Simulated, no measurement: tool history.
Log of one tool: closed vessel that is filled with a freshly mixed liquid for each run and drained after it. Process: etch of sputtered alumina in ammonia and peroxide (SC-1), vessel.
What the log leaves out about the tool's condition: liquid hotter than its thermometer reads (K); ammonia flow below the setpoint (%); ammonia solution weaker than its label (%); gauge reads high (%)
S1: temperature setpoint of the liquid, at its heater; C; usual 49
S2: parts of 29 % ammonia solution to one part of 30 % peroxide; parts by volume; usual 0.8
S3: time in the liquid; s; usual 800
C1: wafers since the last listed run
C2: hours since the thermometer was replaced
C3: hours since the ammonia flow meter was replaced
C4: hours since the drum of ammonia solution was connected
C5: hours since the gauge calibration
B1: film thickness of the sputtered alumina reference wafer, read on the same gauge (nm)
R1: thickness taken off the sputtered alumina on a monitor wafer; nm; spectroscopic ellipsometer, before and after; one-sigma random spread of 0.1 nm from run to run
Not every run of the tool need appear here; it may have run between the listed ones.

run 1 hour=0 | S1=49 S2=0.8 S3=800 | C1=0 C2=866.3 C3=293.7 C4=596.1 C5=111.5 | B1=120 | R1=55.51
run 2 hour=15.3 | S1=49 S2=0.8 S3=800 | C1=702 C2=881.6 C3=309 C4=611.4 C5=126.8 | B1=120 | R1=55.52
run 3 hour=30.3 | S1=49 S2=0.8 S3=800 | C1=688 C2=896.6 C3=324 C4=626.4 C5=141.8 | B1=119.99 | R1=55.53
run 4 hour=38.4 | S1=49 S2=0.8 S3=800 | C1=371 C2=904.7 C3=332.1 C4=634.5 C5=149.9 | B1=120 | R1=55.68
run 5 hour=56.1 | S1=49 S2=0.8 S3=800 | C1=812 C2=922.4 C3=349.8 C4=652.2 C5=167.6 | B1=120.01 | R1=55.61
run 6 hour=69.1 | S1=49 S2=0.8 S3=800 | C1=596 C2=935.4 C3=362.8 C4=665.2 C5=180.6 | B1=119.98 | R1=55.87
run 7 hour=81.6 | S1=49 S2=0.8 S3=800 | C1=573 C2=947.9 C3=375.3 C4=677.7 C5=193.1 | B1=120.01 | R1=55.79
run 8 hour=97.3 | S1=49 S2=0.8 S3=800 | C1=720 C2=963.6 C3=391 C4=693.4 C5=208.8 | B1=120.01 | R1=55.75
run 9 hour=107 | S1=49 S2=0.8 S3=800 | C1=445 C2=973.3 C3=400.7 C4=703.1 C5=218.5 | B1=120.01 | R1=55.72
run 10 hour=122.6 | S1=49 S2=0.8 S3=800 | C1=716 C2=988.9 C3=416.3 C4=718.7 C5=234.1 | B1=120.01 | R1=55.75
-- hour=144.3 new drum of ammonia solution connected
run 11 hour=164.6 | S1=49 S2=0.8 S3=800 | C1=1882 C2=1030.9 C3=458.3 C4=20.3 C5=276.1 | B1=120 | R1=56.02
run 12 hour=175.5 | S1=49 S2=0.8 S3=800 | C1=500 C2=1041.8 C3=469.2 C4=31.2 C5=287 | B1=120 | R1=56.04
run 13 hour=192.3 | S1=49 S2=0.8 S3=325 | C1=771 C2=1058.6 C3=486 C4=48 C5=303.8 | B1=120 | R1=22.78
run 14 hour=205.5 | S1=49 S2=0.55 S3=385 | C1=605 C2=1071.8 C3=499.2 C4=61.2 C5=317 | B1=120 | R1=26.08
-- hour=212 gauge calibrated
run 15 hour=212.7 | S1=49 S2=0.8 S3=800 | C1=330 C2=1079 C3=506.4 C4=68.4 C5=0.7 | B1=120 | R1=56.1
run 16 hour=220.1 | S1=59 S2=1.2 S3=490 | C1=339 C2=1086.4 C3=513.8 C4=75.8 C5=8.1 | B1=120.01 | R1=60.74

What does the tool deliver on the next run?
run 17 hour=235.4 | S1=51.5 S2=0.5 S3=800 | C1=702 C2=1101.7 C3=529.1 C4=91.1 C5=23.4 | B1=? | R1=?

B1: 120.02
R1: 61.31 nm
Were there no unlogged condition in the tool, this run, its random variation unchanged, would have produced R1 56.73 nm.
